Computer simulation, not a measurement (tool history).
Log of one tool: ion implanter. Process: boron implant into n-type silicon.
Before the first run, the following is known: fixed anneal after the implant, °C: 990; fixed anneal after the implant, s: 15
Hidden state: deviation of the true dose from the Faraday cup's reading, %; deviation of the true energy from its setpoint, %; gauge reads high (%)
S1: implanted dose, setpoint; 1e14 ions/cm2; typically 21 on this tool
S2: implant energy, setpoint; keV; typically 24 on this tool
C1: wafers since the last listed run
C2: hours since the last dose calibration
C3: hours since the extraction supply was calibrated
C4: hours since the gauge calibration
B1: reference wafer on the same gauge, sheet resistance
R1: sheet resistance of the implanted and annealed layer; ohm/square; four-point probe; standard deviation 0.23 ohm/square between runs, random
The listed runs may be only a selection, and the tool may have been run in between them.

run	hour	S1	S2	C1	C2	C3	C4	B1	R1
1	0	16.16	24	0	425.5	5368.8	623.7	92.78	88.61
2	22.5	21	30	688	448	5391.3	646.2	92.68	73.07
3	41.7	21	30	587	467.2	5410.5	665.4	92.71	72.64
4	73.7	21	24	979	499.2	5442.5	697.4	92.79	76.14
5	102.3	21	24	875	527.8	5471.1	726	92.75	76.3
6	132.5	21	24	924	558	5501.3	756.2	92.71	76.59
7	160.1	21	24	844	585.6	5528.9	783.8	92.69	76.09
8	177.4	21	18.5	529	602.9	5546.2	801.1	92.68	82.8
9	247	21	18.5	2130	672.5	5615.8	870.7	92.72	82.28
10	261.9	21	18.5	456	687.4	5630.7	885.6	92.64	82.48
11	289.9	21	27.5	856	715.4	5658.7	913.6	92.76	73.46
12	305.8	21	24	486	731.3	5674.6	929.5	92.66	76.1
13	330.8	23.45	29.5	765	756.3	5699.6	954.5	92.7	68.67
14	364.7	25.64	24	1037	790.2	5733.5	988.4	92.64	69.5
# hour 388.4: gauge calibrated
15	394.5	25.64	24	912	820	5763.3	6.1	92.7	69.36
16	420.7	15.03	18.5	801	846.2	5789.5	32.3	92.7	95.98
# hour 435.6: Faraday cup replaced and dose calibrated
17	436.7	15.03	28.5	244	1.1	5805.5	48.3	92.62	91.89
18	506.5	21	24	2136	70.9	5875.3	118.1	92.7	77.36
19	536.2	26.86	16	908	100.6	5905	147.8	92.64	81.93
20	571.5	21	29	1080	135.9	5940.3	183.1	92.63	73.93
21	604.9	25.88	27.5	1022	169.3	5973.7	216.5	92.74	67.41
22	630.5	22.98	24	783	194.9	5999.3	242.1	92.77	73.93
23	647.9	21	30.5	532	212.3	6016.7	259.5	92.73	73.46
# hour 659.1: extraction supply calibrated
24	671.6	21	17	480	236	12.5	283.2	92.66	85.6
25	699.7	21	24	860	264.1	40.6	311.3	92.67	76.81
26	720	21	24	621	284.4	60.9	331.6	92.71	76.79
27	755.5	16.8	27	1086	319.9	96.4	367.1	92.69	85.04
28	774.6	17.92	24	584	339	115.5	386.2	92.74	83.68
29	787.1	17.55	17	382	351.5	128	398.7	92.67	92.06
30	860	21	24	2231	424.4	200.9	471.6	92.72	76.87
31	872.6	21	30.5	385	437	213.5	484.2	92.76	72.47

Hidden state or all else? Some run-to-run changes of R1, split into what the settings, what came in and random variation would give without the hidden state, and what is left for the hidden state (with any gauge scatter that isn't in both results):
Run 1 -> 2: S1 16.16 -> 21, S2 24 -> 30. R1 -15.54 ohm/square: hidden state +0.27, all else -15.81.
Run 15 -> 16: S1 25.64 -> 15.03, S2 24 -> 18.5. R1 +26.62 ohm/square: hidden state -1.32, all else +27.94.
Run 16 -> 17: S2 18.5 -> 28.5, Faraday cup replaced and dose calibrated. R1 -4.09 ohm/square: hidden state +2.6, all else -6.69.
Run 26 -> 27: S1 21 -> 16.8, S2 24 -> 27. R1 +8.25 ohm/square: hidden state -0.35, all else +8.6.
Run 29 -> 30: S1 17.55 -> 21, S2 17 -> 24. R1 -15.19 ohm/square: hidden state -0.06, all else -15.13.

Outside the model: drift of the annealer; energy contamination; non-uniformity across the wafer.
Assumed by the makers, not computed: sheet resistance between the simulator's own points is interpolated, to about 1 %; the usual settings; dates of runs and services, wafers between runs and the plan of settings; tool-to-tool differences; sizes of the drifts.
